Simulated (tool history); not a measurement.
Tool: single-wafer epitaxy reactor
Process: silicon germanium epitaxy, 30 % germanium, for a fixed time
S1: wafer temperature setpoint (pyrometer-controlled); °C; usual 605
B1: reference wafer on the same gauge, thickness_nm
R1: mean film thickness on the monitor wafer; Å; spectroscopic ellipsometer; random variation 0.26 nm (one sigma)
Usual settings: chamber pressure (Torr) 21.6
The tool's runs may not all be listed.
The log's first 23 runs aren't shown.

{"run": 24, "hour": 613.4, "S1": 596, "chamber pressure (Torr)": 24.9, "B1": 60.859, "R1": 570.68}
{"run": 25, "hour": 629.0, "S1": 600, "chamber pressure (Torr)": 26, "B1": 60.924, "R1": 629.36}
{"run": 26, "hour": 664.7, "S1": 610, "chamber pressure (Torr)": 18, "B1": 60.816, "R1": 657.51}
{"run": 27, "hour": 690.4, "S1": 605, "chamber pressure (Torr)": 21.6, "B1": 60.835, "R1": 646.74}
{"run": 28, "hour": 705.3, "S1": 605, "chamber pressure (Torr)": 21.6, "B1": 60.76, "R1": 640.54}
{"run": 29, "hour": 776.3, "S1": 605, "chamber pressure (Torr)": 21.6, "B1": 60.66, "R1": 640.95}
{"run": 30, "hour": 798.6, "S1": 605, "chamber pressure (Torr)": 20.2, "B1": 60.73, "R1": 626.33}
{"run": 31, "hour": 825.1, "S1": 605, "chamber pressure (Torr)": 21.6, "B1": 60.671, "R1": 641.41}
{"run": 32, "hour": 856.5, "S1": 605, "chamber pressure (Torr)": 25.6, "B1": 60.579, "R1": 695.32}
{"run": 33, "hour": 869.6, "S1": 599, "chamber pressure (Torr)": 19.3, "B1": 60.606, "R1": 537.39}

The next listed run, before its measurement:
{"run": 34, "hour": 889.4, "S1": 605, "chamber pressure (Torr)": 24.6, "B1": "?", "R1": "?"}

B1: 60.475
R1: 678.51 Å
Without the tool's hidden state the same run would have given R1 684.47 Å.
